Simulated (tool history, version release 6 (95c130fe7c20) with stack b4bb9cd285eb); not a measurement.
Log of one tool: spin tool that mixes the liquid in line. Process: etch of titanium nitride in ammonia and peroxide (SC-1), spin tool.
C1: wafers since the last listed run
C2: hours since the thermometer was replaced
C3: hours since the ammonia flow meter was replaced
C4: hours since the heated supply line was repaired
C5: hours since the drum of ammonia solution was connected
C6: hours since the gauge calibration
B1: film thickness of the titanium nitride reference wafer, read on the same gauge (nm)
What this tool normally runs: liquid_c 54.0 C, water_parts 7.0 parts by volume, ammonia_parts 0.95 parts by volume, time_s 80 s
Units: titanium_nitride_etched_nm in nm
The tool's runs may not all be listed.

Run 1, hour 0.0: usual settings; C1 0; C2 586.1; C3 978.2; C4 2002.2; C5 63.5; C6 1861.0; B1 99.98. Result: titanium_nitride_etched_nm 9.98 nm.
At hour 50.7: heated supply line repaired.
Run 2, hour 104.6: usual settings; C1 1256; C2 690.7; C3 1082.8; C4 53.9; C5 168.1; C6 1965.6; B1 99.99. Result: titanium_nitride_etched_nm 9.83 nm.
Run 3, hour 145.1: usual settings; C1 491; C2 731.2; C3 1123.3; C4 94.4; C5 208.6; C6 2006.1; B1 99.97. Result: titanium_nitride_etched_nm 9.93 nm.
At hour 208.4: gauge calibrated.
At hour 364.9: thermometer replaced.
Run 4, hour 373.8: usual settings but liquid_c 49.5 C, ammonia_parts 0.65 parts by volume, time_s 110 s; C1 2761; C2 8.9; C3 1352.0; C4 323.1; C5 437.3; C6 165.4; B1 99.97. Result: titanium_nitride_etched_nm 10.05 nm.
Run 5, hour 445.4: usual settings but liquid_c 47.5 C, water_parts 5.0 parts by volume, ammonia_parts 0.55 parts by volume, time_s 35 s; C1 868; C2 80.5; C3 1423.6; C4 394.7; C5 508.9; C6 237.0; B1 100.01. Result: titanium_nitride_etched_nm 3.12 nm.
At hour 487.8: ammonia flow meter replaced.
Run 6, hour 539.3: usual settings but time_s 50 s; C1 1126; C2 174.4; C3 51.5; C4 488.6; C5 602.8; C6 330.9; B1 99.99. Result: titanium_nitride_etched_nm 6.49 nm.
At hour 604.6: new drum of ammonia solution connected.
Run 7, hour 625.7: usual settings; C1 1035; C2 260.8; C3 137.9; C4 575.0; C5 21.1; C6 417.3; B1 100.02. Result: titanium_nitride_etched_nm 10.22 nm.
Run 8, hour 675.9: usual settings; C1 608; C2 311.0; C3 188.1; C4 625.2; C5 71.3; C6 467.5; B1 100.01. Result: titanium_nitride_etched_nm 10.15 nm.
Run 9, hour 740.9: usual settings but liquid_c 56.5 C, water_parts 8.5 parts by volume, ammonia_parts 0.80 parts by volume, time_s 40 s; C1 788; C2 376.0; C3 253.1; C4 690.2; C5 136.3; C6 532.5; B1 100.00. Result: titanium_nitride_etched_nm 5.40 nm.
Run 10, hour 897.7: usual settings; C1 1901; C2 532.8; C3 409.9; C4 847.0; C5 293.1; C6 689.3; B1 100.02. Result: titanium_nitride_etched_nm 10.13 nm.
Run 11, hour 959.3: usual settings; C1 747; C2 594.4; C3 471.5; C4 908.6; C5 354.7; C6 750.9; B1 100.01. Result: titanium_nitride_etched_nm 10.08 nm.
Run 12, hour 1011.7: usual settings but ammonia_parts 0.55 parts by volume, time_s 60 s; C1 635; C2 646.8; C3 523.9; C4 961.0; C5 407.1; C6 803.3; B1 99.99. Result: titanium_nitride_etched_nm 6.83 nm.
Run 13, hour 1057.6: usual settings but water_parts 5.0 parts by volume, ammonia_parts 1.10 parts by volume, time_s 120 s; C1 556; C2 692.7; C3 569.8; C4 1006.9; C5 453.0; C6 849.2; B1 100.00. Result: titanium_nitride_etched_nm 17.71 nm.
Run 14, hour 1147.5: usual settings but liquid_c 57.5 C, time_s 35 s; C1 1090; C2 782.6; C3 659.7; C4 1096.8; C5 542.9; C6 939.1; B1 100.00. Result: titanium_nitride_etched_nm 5.52 nm.
Run 15, hour 1230.6: usual settings but liquid_c 62.5 C, ammonia_parts 1.10 parts by volume, time_s 110 s; C1 1007; C2 865.7; C3 742.8; C4 1179.9; C5 626.0; C6 1022.2; B1 100.00. Result: titanium_nitride_etched_nm 24.28 nm.
At hour 1284.3: new drum of ammonia solution connected.
Run 16, hour 1320.0: usual settings but liquid_c 62.0 C, water_parts 5.0 parts by volume, ammonia_parts 1.20 parts by volume, time_s 100 s; C1 1072; C2 955.1; C3 832.2; C4 1269.3; C5 35.7; C6 1111.6; B1 100.00. Result: titanium_nitride_etched_nm 24.78 nm.
Run 17, hour 1364.6: usual settings but time_s 100 s; C1 540; C2 999.7; C3 876.8; C4 1313.9; C5 80.3; C6 1156.2; B1 100.02. Result: titanium_nitride_etched_nm 12.34 nm.
Run 18, hour 1420.8: usual settings but liquid_c 62.0 C, water_parts 5.0 parts by volume, ammonia_parts 1.20 parts by volume, time_s 100 s; C1 681; C2 1055.9; C3 933.0; C4 1370.1; C5 136.5; C6 1212.4; B1 99.99. Result: titanium_nitride_etched_nm 24.79 nm.
At hour 1507.8: thermometer replaced.
Run 19, hour 1578.2: usual settings but liquid_c 51.5 C, water_parts 5.0 parts by volume, ammonia_parts 0.80 parts by volume; C1 1896; C2 70.4; C3 1090.4; C4 1527.5; C5 293.9; C6 1369.8; B1 100.00. Result: titanium_nitride_etched_nm 10.12 nm.
Run 20, hour 1639.0: usual settings but time_s 40 s; C1 737; C2 131.2; C3 1151.2; C4 1588.3; C5 354.7; C6 1430.6; B1 100.01. Result: titanium_nitride_etched_nm 5.24 nm.
Run 21, hour 1689.0: usual settings but liquid_c 46.0 C, water_parts 9.5 parts by volume, ammonia_parts 1.20 parts by volume, time_s 95 s; C1 606; C2 181.2; C3 1201.2; C4 1638.3; C5 404.7; C6 1480.6; B1 100.01. Result: titanium_nitride_etched_nm 6.33 nm.
Run 22, hour 1768.6: usual settings but liquid_c 47.5 C, water_parts 5.5 parts by volume, ammonia_parts 1.20 parts by volume, time_s 50 s; C1 965; C2 260.8; C3 1280.8; C4 1717.9; C5 484.3; C6 1560.2; B1 99.99. Result: titanium_nitride_etched_nm 4.78 nm.
Run 23, hour 1813.5: usual settings; C1 544; C2 305.7; C3 1325.7; C4 1762.8; C5 529.2; C6 1605.1; B1 100.01. Result: titanium_nitride_etched_nm 10.36 nm.
At hour 1884.5: new drum of ammonia solution connected.
Run 24, hour 1895.7: usual settings but water_parts 5.0 parts by volume, ammonia_parts 0.50 parts by volume; C1 984; C2 387.9; C3 1407.9; C4 1845.0; C5 11.2; C6 1687.3; B1 100.01. Result: titanium_nitride_etched_nm 10.97 nm.
Run 25, hour 1952.6: usual settings; C1 690; C2 444.8; C3 1464.8; C4 1901.9; C5 68.1; C6 1744.2; B1 100.00. Result: titanium_nitride_etched_nm 10.21 nm.

Each row is a separate what-if for the run after 25, all from the same tool condition, not one after another. Results?
Run A, hour 1953.0: usual settings but liquid_c 47.5 C; C1 4; C2 445.2; C3 1465.2; C4 1902.3; C5 68.5; C6 1744.6; B1 ?. Result: titanium_nitride_etched_nm ?.
Run B, hour 1953.0: usual settings but water_parts 5.0 parts by volume, time_s 105 s; C1 4; C2 445.2; C3 1465.2; C4 1902.3; C5 68.5; C6 1744.6; B1 ?. Result: titanium_nitride_etched_nm ?.
Run C, hour 1953.0: usual settings but liquid_c 47.0 C, water_parts 9.0 parts by volume, ammonia_parts 1.10 parts by volume, time_s 105 s; C1 4; C2 445.2; C3 1465.2; C4 1902.3; C5 68.5; C6 1744.6; B1 ?. Result: titanium_nitride_etched_nm ?.

run      B1  titanium_nitride_etched_nm
  A  100.00                        6.49
  B  100.00                       15.59
  C  100.00                        7.44
What these runs would have given with no unlogged condition in the tool:
run  titanium_nitride_etched_nm
  A                        6.77
  B                       16.23
  C                        7.76
